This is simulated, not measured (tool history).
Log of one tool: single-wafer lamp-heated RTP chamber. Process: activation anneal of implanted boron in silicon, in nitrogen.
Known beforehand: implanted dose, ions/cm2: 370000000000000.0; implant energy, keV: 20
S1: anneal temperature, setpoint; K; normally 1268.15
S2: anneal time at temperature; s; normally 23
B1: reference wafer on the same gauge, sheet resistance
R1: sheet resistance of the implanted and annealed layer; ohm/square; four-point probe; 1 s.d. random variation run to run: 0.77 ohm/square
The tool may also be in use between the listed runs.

run 1 hour=0 | S1=1268.15 S2=23 | B1=256.2 | R1=267.04
run 2 hour=52.4 | S1=1287.15 S2=23 | B1=255.92 | R1=264.45
run 3 hour=85.2 | S1=1287.15 S2=23 | B1=255.88 | R1=264.13
run 4 hour=110.9 | S1=1287.15 S2=23 | B1=255.98 | R1=263.17
-- hour=160.9 pyrometer window cleaned and pyrometer calibrated
run 5 hour=171.6 | S1=1268.15 S2=13 | B1=255.96 | R1=270.41
run 6 hour=220.2 | S1=1268.15 S2=13 | B1=256.04 | R1=270.08
run 7 hour=291.4 | S1=1268.15 S2=13 | B1=255.79 | R1=269.11
run 8 hour=328.3 | S1=1268.15 S2=23 | B1=256.03 | R1=266.62
run 9 hour=389.9 | S1=1268.15 S2=17 | B1=255.87 | R1=268.69
run 10 hour=429.2 | S1=1268.15 S2=23 | B1=256.22 | R1=266.75
-- hour=457.2 pyrometer window cleaned and pyrometer calibrated
run 11 hour=497.7 | S1=1285.15 S2=32 | B1=255.97 | R1=260.47

Predict the results of run 12:
-- hour=524.6 gauge calibrated
run 12 hour=561.7 | S1=1260.15 S2=32 | B1=? | R1=?

Logged for run 12: B1 255.98, R1 267.52 ohm/square.
Were there no unlogged condition in the tool, this run, its random variation unchanged, would have produced R1 270.29 ohm/square.

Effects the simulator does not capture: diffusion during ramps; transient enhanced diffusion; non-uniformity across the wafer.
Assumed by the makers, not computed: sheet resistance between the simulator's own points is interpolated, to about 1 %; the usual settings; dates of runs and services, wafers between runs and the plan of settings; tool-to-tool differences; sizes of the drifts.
